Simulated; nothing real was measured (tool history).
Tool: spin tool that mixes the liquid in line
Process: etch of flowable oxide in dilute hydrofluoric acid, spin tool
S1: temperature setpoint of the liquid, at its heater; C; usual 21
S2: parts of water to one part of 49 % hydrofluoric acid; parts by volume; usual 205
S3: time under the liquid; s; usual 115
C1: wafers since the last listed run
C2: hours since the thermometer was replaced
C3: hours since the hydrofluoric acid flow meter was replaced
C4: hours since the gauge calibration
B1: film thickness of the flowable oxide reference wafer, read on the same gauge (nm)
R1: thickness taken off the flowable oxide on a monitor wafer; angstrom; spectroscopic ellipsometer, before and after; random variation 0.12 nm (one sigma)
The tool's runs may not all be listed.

run,day,S1,S2,S3,C1,C2,C3,C4,B1,R1
1,0.000,21,205,115,0,687.1,956.5,177.4,119.99,129.0
# day 0.892: gauge calibrated
2,1.946,21,130,115,261,733.8,1003.2,25.3,120.00,215.8
3,2.450,21,205,115,67,745.9,1015.3,37.4,120.01,126.6
4,2.975,21,205,115,70,758.5,1027.9,50.0,119.98,126.7
5,3.358,21,205,115,51,767.7,1037.1,59.2,119.97,129.6
6,3.879,21,250,115,69,780.2,1049.6,71.7,120.01,99.6
7,4.225,21,250,115,46,788.5,1057.9,80.0,120.01,97.9
8,4.650,21,205,165,57,798.7,1068.1,90.2,120.00,182.2
9,5.038,21,265,115,51,808.0,1077.4,99.5,120.00,92.5
10,5.638,21,265,115,80,822.4,1091.8,113.9,120.03,91.6
# day 5.962: hydrofluoric acid flow meter replaced
11,6.304,21,265,115,83,838.4,8.2,129.9,120.01,93.5
12,6.758,21,205,170,60,849.3,19.1,140.8,120.00,186.5
13,7.325,23,205,115,76,862.9,32.7,154.4,120.00,138.4
14,7.721,25,175,135,53,872.4,42.2,163.9,120.00,213.3
15,8.225,21,205,115,67,884.5,54.3,176.0,119.99,129.0
16,8.596,21,205,115,49,893.4,63.2,184.9,119.99,125.6
17,9.283,21,140,155,92,909.9,79.7,201.4,120.00,268.6

Run 18 comes next. What will it give?
# day 9.450: thermometer replaced
18,9.767,21,205,115,59,7.6,91.3,213.0,?,?

{"run 18": {"B1": 120.01, "R1": 128.2}}
Without the tool's hidden state the same run would have given R1 128.2 angstrom.

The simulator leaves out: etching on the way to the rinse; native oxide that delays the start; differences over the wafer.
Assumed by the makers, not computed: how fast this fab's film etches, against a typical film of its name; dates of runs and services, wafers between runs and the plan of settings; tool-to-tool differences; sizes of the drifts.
